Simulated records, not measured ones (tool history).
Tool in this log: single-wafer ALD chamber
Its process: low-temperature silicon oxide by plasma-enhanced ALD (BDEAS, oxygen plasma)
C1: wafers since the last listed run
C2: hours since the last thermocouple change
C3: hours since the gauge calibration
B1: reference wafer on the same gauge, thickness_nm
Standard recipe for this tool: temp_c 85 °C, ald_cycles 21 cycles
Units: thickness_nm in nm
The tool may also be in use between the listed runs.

run 1 day=0.000 | temp_c=85 ald_cycles=21 | C1=0 C2=475.8 C3=9.2 | B1=2.973 | thickness_nm=3.064
run 2 day=2.708 | temp_c=85 ald_cycles=21 | C1=854 C2=540.8 C3=74.2 | B1=2.976 | thickness_nm=3.082
run 3 day=4.479 | temp_c=85 ald_cycles=21 | C1=558 C2=583.3 C3=116.7 | B1=2.972 | thickness_nm=3.053
run 4 day=5.479 | temp_c=88 ald_cycles=21 | C1=315 C2=607.3 C3=140.7 | B1=2.972 | thickness_nm=3.007
run 5 day=8.054 | temp_c=88 ald_cycles=21 | C1=812 C2=669.1 C3=202.5 | B1=2.970 | thickness_nm=3.020
run 6 day=9.108 | temp_c=88 ald_cycles=21 | C1=332 C2=694.4 C3=227.8 | B1=2.972 | thickness_nm=3.026
run 7 day=11.208 | temp_c=82 ald_cycles=18 | C1=662 C2=744.8 C3=278.2 | B1=2.969 | thickness_nm=2.637
run 8 day=12.792 | temp_c=82 ald_cycles=18 | C1=499 C2=782.8 C3=316.2 | B1=2.962 | thickness_nm=2.649
run 9 day=15.233 | temp_c=85 ald_cycles=21 | C1=769 C2=841.4 C3=374.8 | B1=2.960 | thickness_nm=3.023
run 10 day=17.150 | temp_c=81 ald_cycles=21 | C1=604 C2=887.4 C3=420.8 | B1=2.949 | thickness_nm=3.073
run 11 day=19.554 | temp_c=81 ald_cycles=21 | C1=758 C2=945.1 C3=478.5 | B1=2.946 | thickness_nm=3.096
run 12 day=28.000 | temp_c=96 ald_cycles=25 | C1=2663 C2=1147.8 C3=681.2 | B1=2.903 | thickness_nm=3.396
-- day=28.354 thermocouple changed; heater temperature recalibrated
run 13 day=30.650 | temp_c=76 ald_cycles=21 | C1=730 C2=55.1 C3=744.8 | B1=2.896 | thickness_nm=3.080
run 14 day=31.775 | temp_c=94 ald_cycles=24 | C1=354 C2=82.1 C3=771.8 | B1=2.881 | thickness_nm=3.291
run 15 day=33.071 | temp_c=85 ald_cycles=21 | C1=408 C2=113.2 C3=802.9 | B1=2.878 | thickness_nm=2.962
run 16 day=34.175 | temp_c=85 ald_cycles=21 | C1=348 C2=139.7 C3=829.4 | B1=2.868 | thickness_nm=2.940
run 17 day=35.233 | temp_c=85 ald_cycles=24 | C1=333 C2=165.1 C3=854.8 | B1=2.862 | thickness_nm=3.372
-- day=35.479 gauge calibrated
run 18 day=37.571 | temp_c=74 ald_cycles=25 | C1=737 C2=221.2 C3=50.2 | B1=2.998 | thickness_nm=3.823
run 19 day=39.688 | temp_c=100 ald_cycles=18 | C1=667 C2=272.0 C3=101.0 | B1=2.994 | thickness_nm=2.488
run 20 day=41.738 | temp_c=73 ald_cycles=19 | C1=646 C2=321.2 C3=150.2 | B1=2.991 | thickness_nm=2.934
run 21 day=42.954 | temp_c=85 ald_cycles=21 | C1=383 C2=350.4 C3=179.4 | B1=2.995 | thickness_nm=3.069
run 22 day=44.733 | temp_c=85 ald_cycles=19 | C1=561 C2=393.1 C3=222.1 | B1=2.986 | thickness_nm=2.779
run 23 day=46.038 | temp_c=92 ald_cycles=21 | C1=411 C2=424.4 C3=253.4 | B1=2.984 | thickness_nm=2.955

Each row is a separate what-if for the run after 23, all from the same tool condition, not one after another. Results?
run A day=46.054 | temp_c=85 ald_cycles=21 | C1=5 C2=424.8 C3=253.8 | B1=? | thickness_nm=?
run B day=46.054 | temp_c=90 ald_cycles=23 | C1=5 C2=424.8 C3=253.8 | B1=? | thickness_nm=?
run C day=46.054 | temp_c=89 ald_cycles=18 | C1=5 C2=424.8 C3=253.8 | B1=? | thickness_nm=?

run=A B1=2.988 thickness_nm=3.080
run=B B1=2.988 thickness_nm=3.308
run=C B1=2.988 thickness_nm=2.599
Without the tool's hidden state the same runs would have given:
run=A thickness_nm=3.075
run=B thickness_nm=3.302
run=C thickness_nm=2.594
